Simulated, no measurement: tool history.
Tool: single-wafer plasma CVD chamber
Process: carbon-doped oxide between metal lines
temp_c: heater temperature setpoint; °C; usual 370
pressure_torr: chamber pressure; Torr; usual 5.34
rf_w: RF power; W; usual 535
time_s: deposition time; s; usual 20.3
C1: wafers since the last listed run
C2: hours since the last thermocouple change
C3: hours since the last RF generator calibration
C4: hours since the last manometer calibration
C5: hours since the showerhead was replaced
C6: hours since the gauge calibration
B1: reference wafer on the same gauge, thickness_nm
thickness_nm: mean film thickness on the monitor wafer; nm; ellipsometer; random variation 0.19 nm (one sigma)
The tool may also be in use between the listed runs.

Run 1, hour 0.0: usual settings but temp_c 377 °C, rf_w 590 W; C1 0; C2 2892.4; C3 86.9; C4 1109.7; C5 4359.7; C6 1394.9; B1 115.022. Result: thickness_nm 98.557 nm.
At hour 17.7: thermocouple changed; heater temperature recalibrated.
Run 2, hour 64.6: usual settings but temp_c 377 °C, rf_w 590 W; C1 1747; C2 46.9; C3 151.5; C4 1174.3; C5 4424.3; C6 1459.5; B1 115.009. Result: thickness_nm 98.328 nm.
At hour 102.8: showerhead replaced.
Run 3, hour 107.2: usual settings; C1 1068; C2 89.5; C3 194.1; C4 1216.9; C5 4.4; C6 1502.1; B1 114.971. Result: thickness_nm 96.036 nm.
Run 4, hour 178.3: usual settings; C1 2194; C2 160.6; C3 265.2; C4 1288.0; C5 75.5; C6 1573.2; B1 115.010. Result: thickness_nm 95.716 nm.
Run 5, hour 238.0: usual settings; C1 1843; C2 220.3; C3 324.9; C4 1347.7; C5 135.2; C6 1632.9; B1 114.999. Result: thickness_nm 95.500 nm.
Run 6, hour 286.0: usual settings but pressure_torr 4.65 Torr; C1 1481; C2 268.3; C3 372.9; C4 1395.7; C5 183.2; C6 1680.9; B1 115.027. Result: thickness_nm 93.833 nm.
Run 7, hour 346.0: usual settings but temp_c 384 °C, pressure_torr 5.71 Torr, time_s 17.6 s; C1 1852; C2 328.3; C3 432.9; C4 1455.7; C5 243.2; C6 1740.9; B1 114.976. Result: thickness_nm 81.699 nm.
Run 8, hour 433.7: usual settings but pressure_torr 4.93 Torr; C1 2707; C2 416.0; C3 520.6; C4 1543.4; C5 330.9; C6 1828.6; B1 115.065. Result: thickness_nm 94.734 nm.
Run 9, hour 480.7: usual settings; C1 1450; C2 463.0; C3 567.6; C4 1590.4; C5 377.9; C6 1875.6; B1 115.023. Result: thickness_nm 96.001 nm.
Run 10, hour 525.8: usual settings but time_s 23.1 s; C1 1392; C2 508.1; C3 612.7; C4 1635.5; C5 423.0; C6 1920.7; B1 115.011. Result: thickness_nm 109.088 nm.
Run 11, hour 564.5: usual settings but temp_c 359 °C, rf_w 495 W; C1 1194; C2 546.8; C3 651.4; C4 1674.2; C5 461.7; C6 1959.4; B1 115.062. Result: thickness_nm 94.971 nm.
Run 12, hour 600.8: usual settings; C1 1120; C2 583.1; C3 687.7; C4 1710.5; C5 498.0; C6 1995.7; B1 115.002. Result: thickness_nm 95.841 nm.
At hour 650.8: capacitance manometer re-zeroed and calibrated.
Run 13, hour 656.8: usual settings but temp_c 360 °C, pressure_torr 4.05 Torr, rf_w 470 W, time_s 23.0 s; C1 1481; C2 639.1; C3 743.7; C4 6.0; C5 554.0; C6 2051.7; B1 115.001. Result: thickness_nm 101.166 nm.
At hour 718.9: RF generator calibrated.
Run 14, hour 724.3: usual settings but temp_c 364 °C, rf_w 595 W; C1 1836; C2 706.6; C3 5.4; C4 73.5; C5 621.5; C6 2119.2; B1 115.016. Result: thickness_nm 102.244 nm.
Run 15, hour 778.2: usual settings but temp_c 374 °C, rf_w 485 W; C1 1663; C2 760.5; C3 59.3; C4 127.4; C5 675.4; C6 2173.1; B1 115.002. Result: thickness_nm 90.955 nm.
Run 16, hour 863.8: usual settings but temp_c 382 °C, pressure_torr 5.97 Torr, rf_w 625 W; C1 2642; C2 846.1; C3 144.9; C4 213.0; C5 761.0; C6 2258.7; B1 114.953. Result: thickness_nm 101.075 nm.
Run 17, hour 927.4: usual settings but time_s 18.3 s; C1 1963; C2 909.7; C3 208.5; C4 276.6; C5 824.6; C6 2322.3; B1 115.038. Result: thickness_nm 86.557 nm.
At hour 1118.7: gauge calibrated.
Run 18, hour 1217.5: usual settings; C1 8955; C2 1199.8; C3 498.6; C4 566.7; C5 1114.7; C6 98.8; B1 115.052. Result: thickness_nm 95.398 nm.
Run 19, hour 1260.6: usual settings; C1 1330; C2 1242.9; C3 541.7; C4 609.8; C5 1157.8; C6 141.9; B1 115.071. Result: thickness_nm 95.759 nm.
Run 20, hour 1332.4: usual settings; C1 2216; C2 1314.7; C3 613.5; C4 681.6; C5 1229.6; C6 213.7; B1 115.007. Result: thickness_nm 95.686 nm.
Run 21, hour 1439.0: usual settings; C1 3290; C2 1421.3; C3 720.1; C4 788.2; C5 1336.2; C6 320.3; B1 114.965. Result: thickness_nm 95.954 nm.
Run 22, hour 1483.4: usual settings but temp_c 356 °C, pressure_torr 4.59 Torr, rf_w 620 W, time_s 24.1 s; C1 1370; C2 1465.7; C3 764.5; C4 832.6; C5 1380.6; C6 364.7; B1 115.025. Result: thickness_nm 122.825 nm.
At hour 1528.2: RF generator calibrated.
Run 23, hour 1570.6: usual settings but pressure_torr 4.17 Torr, rf_w 605 W; C1 2445; C2 1552.9; C3 42.4; C4 919.8; C5 1467.8; C6 451.9; B1 115.013. Result: thickness_nm 97.944 nm.
Run 24, hour 1674.9: usual settings but rf_w 575 W; C1 3219; C2 1657.2; C3 146.7; C4 1024.1; C5 1572.1; C6 556.2; B1 115.010. Result: thickness_nm 98.912 nm.
Run 25, hour 1731.7: usual settings but time_s 19.0 s; C1 1753; C2 1714.0; C3 203.5; C4 1080.9; C5 1628.9; C6 613.0; B1 115.109. Result: thickness_nm 89.891 nm.
Run 26, hour 1791.9: usual settings but temp_c 357 °C, pressure_torr 4.21 Torr; C1 1858; C2 1774.2; C3 263.7; C4 1141.1; C5 1689.1; C6 673.2; B1 114.982. Result: thickness_nm 95.816 nm.
Run 27, hour 1834.0: usual settings; C1 1299; C2 1816.3; C3 305.8; C4 1183.2; C5 1731.2; C6 715.3; B1 115.023. Result: thickness_nm 95.934 nm.

Forecast each of these 5 alternatives for the next run:
Run A, hour 1834.4: usual settings but temp_c 382 °C; C1 12; C2 1816.7; C3 306.2; C4 1183.6; C5 1731.6; C6 715.7; B1 ?. Result: thickness_nm ?.
Run B, hour 1834.4: usual settings but time_s 18.9 s; C1 12; C2 1816.7; C3 306.2; C4 1183.6; C5 1731.6; C6 715.7; B1 ?. Result: thickness_nm ?.
Run C, hour 1834.4: usual settings but temp_c 365 °C, time_s 23.5 s; C1 12; C2 1816.7; C3 306.2; C4 1183.6; C5 1731.6; C6 715.7; B1 ?. Result: thickness_nm ?.
Run D, hour 1834.4: usual settings but temp_c 365 °C, time_s 22.8 s; C1 12; C2 1816.7; C3 306.2; C4 1183.6; C5 1731.6; C6 715.7; B1 ?. Result: thickness_nm ?.
Run E, hour 1834.4: usual settings but pressure_torr 4.88 Torr, rf_w 450 W; C1 12; C2 1816.7; C3 306.2; C4 1183.6; C5 1731.6; C6 715.7; B1 ?. Result: thickness_nm ?.

run       B1  thickness_nm
  A  115.015        93.143
  B  115.015        89.251
  C  115.015       112.020
  D  115.015       108.737
  E  115.015        87.543
Without the tool's hidden state the same runs would have given:
run  thickness_nm
  A        93.143
  B        89.251
  C       112.020
  D       108.737
  E        87.543
